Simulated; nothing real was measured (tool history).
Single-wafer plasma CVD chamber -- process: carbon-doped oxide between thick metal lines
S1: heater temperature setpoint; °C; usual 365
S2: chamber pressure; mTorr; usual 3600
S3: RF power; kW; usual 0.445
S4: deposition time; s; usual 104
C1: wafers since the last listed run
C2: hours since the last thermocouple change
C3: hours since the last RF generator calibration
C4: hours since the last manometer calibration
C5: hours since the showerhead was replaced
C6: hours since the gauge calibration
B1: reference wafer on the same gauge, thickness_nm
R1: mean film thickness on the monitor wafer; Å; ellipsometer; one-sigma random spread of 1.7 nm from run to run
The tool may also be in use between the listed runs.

run   hour   S1    S2     S3   S4   C1     C2      C3     C4     C5     C6       B1       R1
  1    0.0  365  3600  0.500  104    0    0.5  1138.3  732.7   22.1  589.8  406.991  5113.18
  2   11.0  365  3600  0.500  104  199   11.5  1149.3  743.7   33.1  600.8  406.816  5158.95
  3   23.8  365  3600  0.445  104  232   24.3  1162.1  756.5   45.9  613.6  407.143  4738.06
  4   41.7  365  3600  0.445  104  325   42.2  1180.0  774.4   63.8  631.5  406.905  4731.82
      60.5  -- capacitance manometer re-zeroed and calibrated
  5   61.0  365  3600  0.445  104  205   61.5  1199.3    0.5   83.1  650.8  406.745  4724.48
  6   68.7  353  2900  0.445  104  139   69.2  1207.0    8.2   90.8  658.5  406.727  4774.04
  7   83.9  379  3320  0.445  120  276   84.4  1222.2   23.4  106.0  673.7  406.822  5278.60
      84.0  -- gauge calibrated
  8   91.5  372  2700  0.375  111  138   92.0  1229.8   31.0  113.6    7.5  407.079  4335.38
  9  107.8  365  3600  0.445  104  296  108.3  1246.1   47.3  129.9   23.8  407.174  4737.21
 10  119.8  365  3600  0.445  104  217  120.3  1258.1   59.3  141.9   35.8  407.234  4728.08
     131.4  -- RF generator calibrated
 11  137.5  365  3600  0.445  104  176  138.0     6.1   77.0  159.6   53.5  407.064  4999.42
 12  155.3  354  4500  0.360  118  323  155.8    23.9   94.8  177.4   71.3  406.909  5141.56
 13  169.1  365  3600  0.445  110  250  169.6    37.7  108.6  191.2   85.1  406.942  5248.50
 14  181.0  377  3600  0.400  110  216  181.5    49.6  120.5  203.1   97.0  406.750  4769.76
 15  193.9  365  3600  0.445  110  234  194.4    62.5  133.4  216.0  109.9  407.253  5259.89
 16  208.3  365  3600  0.445  104  261  208.8    76.9  147.8  230.4  124.3  406.983  4961.53
 17  223.9  365  3600  0.445   87  283  224.4    92.5  163.4  246.0  139.9  406.901  4138.27
 18  237.9  365  2960  0.400   85  254  238.4   106.5  177.4  260.0  153.9  406.936  3680.19
 19  247.1  365  4340  0.445  121  167  247.6   115.7  186.6  269.2  163.1  406.983  5831.65
 20  259.7  365  3600  0.445  104  228  260.2   128.3  199.2  281.8  175.7  407.075  4957.03
 21  266.1  350  3210  0.520   98  116  266.6   134.7  205.6  288.2  182.1  407.094  5193.89
 22  278.1  365  3600  0.445   89  217  278.6   146.7  217.6  300.2  194.1  407.257  4214.07
 23  285.6  365  3600  0.420   95  136  286.1   154.2  225.1  307.7  201.6  407.172  4330.32
 24  298.4  372  4160  0.375  118  232  298.9   167.0  237.9  320.5  214.4  407.208  4954.80
 25  305.7  365  3600  0.365  104  132  306.2   174.3  245.2  327.8  221.7  406.857  4297.09
 26  321.9  365  3600  0.445  104  294  322.4   190.5  261.4  344.0  237.9  406.997  4877.57
 27  346.2  359  3600  0.375   85  441  346.7   214.8  285.7  368.3  262.2  406.920  3603.18
 28  359.8  365  2710  0.445  114  246  360.3   228.4  299.3  381.9  275.8  406.893  5235.34

Predict each of these 5 candidate next runs independently; none follows another, all start after run 28:
  A  360.2  365  3600  0.445  104   7  360.7  228.8  299.7  382.3  276.2   ?   ?
  B  360.2  371  4490  0.445  124   7  360.7  228.8  299.7  382.3  276.2   ?   ?
  C  360.2  365  3340  0.445  110   7  360.7  228.8  299.7  382.3  276.2   ?   ?
  D  360.2  360  2840  0.445  116   7  360.7  228.8  299.7  382.3  276.2   ?   ?
  E  360.2  353  3600  0.415  104   7  360.7  228.8  299.7  382.3  276.2   ?   ?

run       B1       R1
  A  407.035  4855.60
  B  407.035  5831.60
  C  407.035  5103.82
  D  407.035  5372.17
  E  407.035  4760.11
The same runs, with their run-to-run variation unchanged, on a tool lacking any hidden condition would have given:
run       R1
  A  4984.68
  B  5986.63
  C  5239.51
  D  5514.99
  E  4886.65
